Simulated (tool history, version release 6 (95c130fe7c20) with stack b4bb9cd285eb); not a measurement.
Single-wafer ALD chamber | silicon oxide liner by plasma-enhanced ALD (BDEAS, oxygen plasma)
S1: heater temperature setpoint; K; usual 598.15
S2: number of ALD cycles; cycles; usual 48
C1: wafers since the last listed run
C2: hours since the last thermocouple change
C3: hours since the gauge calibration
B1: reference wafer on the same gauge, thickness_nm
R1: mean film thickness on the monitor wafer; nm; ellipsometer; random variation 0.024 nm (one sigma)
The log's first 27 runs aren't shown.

{"run": 28, "hour": 733.6, "S1": 598.15, "S2": 48, "C1": 232, "C2": 324.1, "C3": 345.4, "B1": 4.266, "R1": 4.522}
{"run": 29, "hour": 749.0, "S1": 603.15, "S2": 54, "C1": 122, "C2": 339.5, "C3": 360.8, "B1": 4.282, "R1": 5.008}
{"run": 30, "hour": 779.1, "S1": 598.15, "S2": 48, "C1": 239, "C2": 369.6, "C3": 390.9, "B1": 4.289, "R1": 4.552}
{"run": 31, "hour": 813.3, "S1": 611.15, "S2": 48, "C1": 271, "C2": 403.8, "C3": 425.1, "B1": 4.29, "R1": 4.436}
{"run": 32, "hour": 836.3, "S1": 588.15, "S2": 43, "C1": 182, "C2": 426.8, "C3": 448.1, "B1": 4.29, "R1": 4.105}
{"run": 33, "hour": 863.5, "S1": 592.15, "S2": 55, "C1": 216, "C2": 454.0, "C3": 475.3, "B1": 4.301, "R1": 5.285}
{"run": 34, "hour": 893.2, "S1": 598.15, "S2": 48, "C1": 236, "C2": 483.7, "C3": 505.0, "B1": 4.313, "R1": 4.534}
{"run": 35, "hour": 924.8, "S1": 610.15, "S2": 52, "C1": 251, "C2": 515.3, "C3": 536.6, "B1": 4.308, "R1": 4.847}
{"run": 36, "hour": 940.0, "S1": 598.15, "S2": 41, "C1": 120, "C2": 530.5, "C3": 551.8, "B1": 4.319, "R1": 3.918}

3 ways to go on from here, each from the tool as it stands after run 36. What would each give?
{"run": "A", "hour": 940.5, "S1": 609.15, "S2": 48, "C1": 3, "C2": 531.0, "C3": 552.3, "B1": "?", "R1": "?"}
{"run": "B", "hour": 940.5, "S1": 598.15, "S2": 39, "C1": 3, "C2": 531.0, "C3": 552.3, "B1": "?", "R1": "?"}
{"run": "C", "hour": 940.5, "S1": 590.15, "S2": 42, "C1": 3, "C2": 531.0, "C3": 552.3, "B1": "?", "R1": "?"}

run=A B1=4.315 R1=4.481
run=B B1=4.315 R1=3.706
run=C B1=4.315 R1=4.042
Without the tool's hidden state the same runs would have given:
run=A R1=4.375
run=B R1=3.618
run=C R1=3.946
